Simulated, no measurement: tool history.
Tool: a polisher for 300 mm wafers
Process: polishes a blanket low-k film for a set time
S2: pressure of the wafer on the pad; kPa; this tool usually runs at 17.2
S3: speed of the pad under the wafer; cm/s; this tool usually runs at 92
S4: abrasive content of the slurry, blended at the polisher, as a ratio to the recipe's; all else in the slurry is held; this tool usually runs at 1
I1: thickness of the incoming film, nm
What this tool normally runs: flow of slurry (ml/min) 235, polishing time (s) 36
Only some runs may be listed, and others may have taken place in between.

run 1 hour=0 | flow_of_slurry_(ml/min)=270 S2=15.2 S3=92 S4=1 polishing_time_(s)=36 | I1=515.7 | film_removed_(nm)=14.4
run 2 hour=34.6 | flow_of_slurry_(ml/min)=270 S2=15.2 S3=92 S4=1 polishing_time_(s)=36 | I1=516.6 | film_removed_(nm)=14.2
-- hour=43.8 worn pad replaced by a new one
run 3 hour=47.1 | flow_of_slurry_(ml/min)=235 S2=17.2 S3=74 S4=1 polishing_time_(s)=36 | I1=512.4 | film_removed_(nm)=13.1
run 4 hour=58.1 | flow_of_slurry_(ml/min)=235 S2=17.2 S3=92 S4=1 polishing_time_(s)=36 | I1=518.7 | film_removed_(nm)=15.7
run 5 hour=70.4 | flow_of_slurry_(ml/min)=235 S2=17.2 S3=92 S4=1 polishing_time_(s)=36 | I1=503.6 | film_removed_(nm)=15.7
-- hour=88.7 conditioning disc replaced and pad reconditioned
run 6 hour=89.2 | flow_of_slurry_(ml/min)=235 S2=17.2 S3=92 S4=1 polishing_time_(s)=36 | I1=509.2 | film_removed_(nm)=15.6
run 7 hour=102.6 | flow_of_slurry_(ml/min)=235 S2=17.2 S3=92 S4=1 polishing_time_(s)=36 | I1=511.3 | film_removed_(nm)=15.6
run 8 hour=110.6 | flow_of_slurry_(ml/min)=255 S2=17.2 S3=116 S4=1 polishing_time_(s)=36 | I1=508.3 | film_removed_(nm)=18.4
run 9 hour=127.2 | flow_of_slurry_(ml/min)=235 S2=17.2 S3=92 S4=0.9 polishing_time_(s)=30 | I1=505.2 | film_removed_(nm)=12.4
run 10 hour=143.7 | flow_of_slurry_(ml/min)=235 S2=17.2 S3=92 S4=0.9 polishing_time_(s)=30 | I1=503.1 | film_removed_(nm)=12.6
run 11 hour=157.1 | flow_of_slurry_(ml/min)=235 S2=17.2 S3=92 S4=1 polishing_time_(s)=36 | I1=517.7 | film_removed_(nm)=15.1
-- hour=164.6 slurry nozzle cleaned
-- hour=166.7 worn pad replaced by a new one
run 12 hour=171.8 | flow_of_slurry_(ml/min)=235 S2=17.2 S3=92 S4=1 polishing_time_(s)=36 | I1=504.1 | film_removed_(nm)=16.2
-- hour=183.6 slurry blender recalibrated
run 13 hour=187.2 | flow_of_slurry_(ml/min)=235 S2=17.2 S3=92 S4=1 polishing_time_(s)=36 | I1=511.7 | film_removed_(nm)=16.3
run 14 hour=197.6 | flow_of_slurry_(ml/min)=295 S2=13.8 S3=92 S4=1 polishing_time_(s)=39 | I1=505 | film_removed_(nm)=14.2
run 15 hour=207.2 | flow_of_slurry_(ml/min)=315 S2=17.2 S3=74 S4=1.15 polishing_time_(s)=36 | I1=514.9 | film_removed_(nm)=14.3
run 16 hour=250.3 | flow_of_slurry_(ml/min)=270 S2=17.2 S3=92 S4=1 polishing_time_(s)=36 | I1=507.6 | film_removed_(nm)=16.2
-- hour=262.3 head pressure recalibrated
-- hour=263 worn pad replaced by a new one
run 17 hour=264.1 | flow_of_slurry_(ml/min)=235 S2=17.2 S3=106 S4=0.75 polishing_time_(s)=36 | I1=508.4 | film_removed_(nm)=15.6
run 18 hour=275.1 | flow_of_slurry_(ml/min)=235 S2=17.2 S3=92 S4=0.75 polishing_time_(s)=36 | I1=518.3 | film_removed_(nm)=14.1
run 19 hour=292.7 | flow_of_slurry_(ml/min)=235 S2=17.2 S3=92 S4=1 polishing_time_(s)=36 | I1=505.6 | film_removed_(nm)=15.6
run 20 hour=304.2 | flow_of_slurry_(ml/min)=255 S2=17.2 S3=116 S4=1 polishing_time_(s)=36 | I1=511.9 | film_removed_(nm)=19.5
run 21 hour=314.9 | flow_of_slurry_(ml/min)=235 S2=12.4 S3=92 S4=1 polishing_time_(s)=36 | I1=499.1 | film_removed_(nm)=11.7
run 22 hour=323 | flow_of_slurry_(ml/min)=235 S2=22.1 S3=74 S4=1.25 polishing_time_(s)=24 | I1=510.5 | film_removed_(nm)=12.1

Predict the results of run 23:
run 23 hour=329.6 | flow_of_slurry_(ml/min)=285 S2=13.8 S3=92 S4=0.8 polishing_time_(s)=36 | I1=518.4 | film_removed_(nm)=?

Run 23 came out at film removed (nm) 12.1.
Were there no unlogged condition in the tool, this run, its random variation unchanged, would have produced film removed (nm) 12.3.
